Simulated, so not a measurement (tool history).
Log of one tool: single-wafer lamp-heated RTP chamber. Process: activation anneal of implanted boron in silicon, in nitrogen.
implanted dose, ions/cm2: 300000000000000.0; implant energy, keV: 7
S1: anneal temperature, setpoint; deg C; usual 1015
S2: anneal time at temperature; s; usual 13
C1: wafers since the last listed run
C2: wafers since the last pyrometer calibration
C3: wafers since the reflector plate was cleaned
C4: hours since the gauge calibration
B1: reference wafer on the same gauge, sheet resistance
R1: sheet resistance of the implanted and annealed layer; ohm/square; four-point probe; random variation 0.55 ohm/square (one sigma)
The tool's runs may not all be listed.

run	hour	S1	S2	C1	C2	C3	C4	B1	R1
1	0	1015	13	0	418	9458	2209.6	304.64	367.42
2	49.3	1015	13	1502	1921	10961	2258.9	304.22	367.74
3	153.4	1015	13	3173	5094	14134	2363	304.57	367.49
4	198.2	1015	13	1365	6460	15500	2407.8	304.53	367.99
# hour 249.4: reflector plate cleaned
5	249.9	1015	11	1332	7792	13	2459.5	304.43	368.6
6	290.9	1015	11	1249	9042	1263	2500.5	304.5	368.55
7	355.1	1015	7	1956	10999	3220	2564.7	304.46	370.21
8	416.9	1015	9	1883	12883	5104	2626.5	304.66	368.87
# hour 530.5: pyrometer window cleaned and pyrometer calibrated
9	706.7	1015	9	8589	5369	13694	2916.3	304.81	368.27
10	748.7	1015	9	1280	6649	14974	2958.3	304.69	369.43
11	817.4	1015	13	2094	8744	17068	3027	304.54	367.25
12	878.4	1015	13	1859	10603	18928	3088	304.9	368.46
13	919.3	1015	13	1246	11850	20175	3128.9	304.69	368.5
# hour 944: reflector plate cleaned
14	1013.7	1015	13	2633	14483	2124	3223.3	304.65	367.56
15	1105.4	1015	13	2795	17279	4919	3315	304.77	367.65
16	1165.9	992	13	1844	19123	6763	3375.5	304.5	373.79
# hour 1245.5: pyrometer window cleaned and pyrometer calibrated
17	1246	1039	17	2197	14	8961	3455.6	304.68	365.26
18	1291	1006	17	1371	1386	10333	3500.6	304.99	369.6
19	1329.3	1028	20	1167	2553	11500	3538.9	304.88	364.65
20	1369	1043	6	1210	3763	12711	3578.6	304.93	369.14
21	1445.6	1006	16	2334	6098	15046	3655.2	304.77	369.78
# hour 1505.3: reflector plate cleaned
22	1524.6	1032	16	2164	8263	587	3734.2	304.74	365.45
23	1560.7	1015	17	1100	9363	1688	3770.3	305.01	366.91
24	1618.3	1015	13	1755	11119	3443	3827.9	304.83	368.77
25	1696.2	1023	13	2374	13493	5818	3905.8	304.88	366.92
26	1773.5	1015	18	2356	15850	8174	3983.1	305.03	366.78
# hour 1803.3: gauge calibrated
27	1821.3	1037	7	1457	17307	9631	18	301.67	365.39
# hour 1838.6: pyrometer window cleaned and pyrometer calibrated
28	1920.6	996	11	2783	2499	12414	117.3	302.07	369.11
29	2166.8	1015	13	7504	10004	19919	363.5	302.57	366
# hour 2200.6: reflector plate cleaned
30	2214	1029	19	1194	11199	408	410.7	302.44	363.34
31	2259.1	1015	13	1374	12574	1783	455.8	302.87	365.94
32	2329.3	1034	9	2139	14714	3923	526	302.82	365.12
33	2398.6	1015	13	2112	16826	6035	595.3	302.68	365.97
# hour 2450.1: pyrometer window cleaned and pyrometer calibrated
34	2456.4	991	16	1518	191	7553	653.1	303.31	370.51
35	2509.7	1015	13	1624	1816	9178	706.4	302.94	366.74
36	2682.8	1026	9	5276	7093	14455	879.5	303.27	365.88
37	2769.9	991	5	2655	9748	17110	966.6	303.19	376.67

The tool's hidden state at each run:
true wafer temperature minus pyrometer reading, K: 0 in every run
wafer temperature error from the tarnished reflector plate, K: 0 in every run
H1: gauge reads high (%)
run	H1
1	0.801
2	0.809
3	0.823
4	0.829
5	0.835
6	0.84
7	0.848
8	0.855
9	0.882
10	0.886
11	0.891
12	0.896
13	0.899
14	0.906
15	0.911
16	0.915
17	0.92
18	0.922
19	0.924
20	0.926
21	0.93
22	0.933
23	0.935
24	0.937
25	0.94
26	0.943
27	-0.108
28	-0.0238
29	0.159
30	0.19
31	0.219
32	0.261
33	0.301
34	0.332
35	0.36
36	0.442
37	0.479
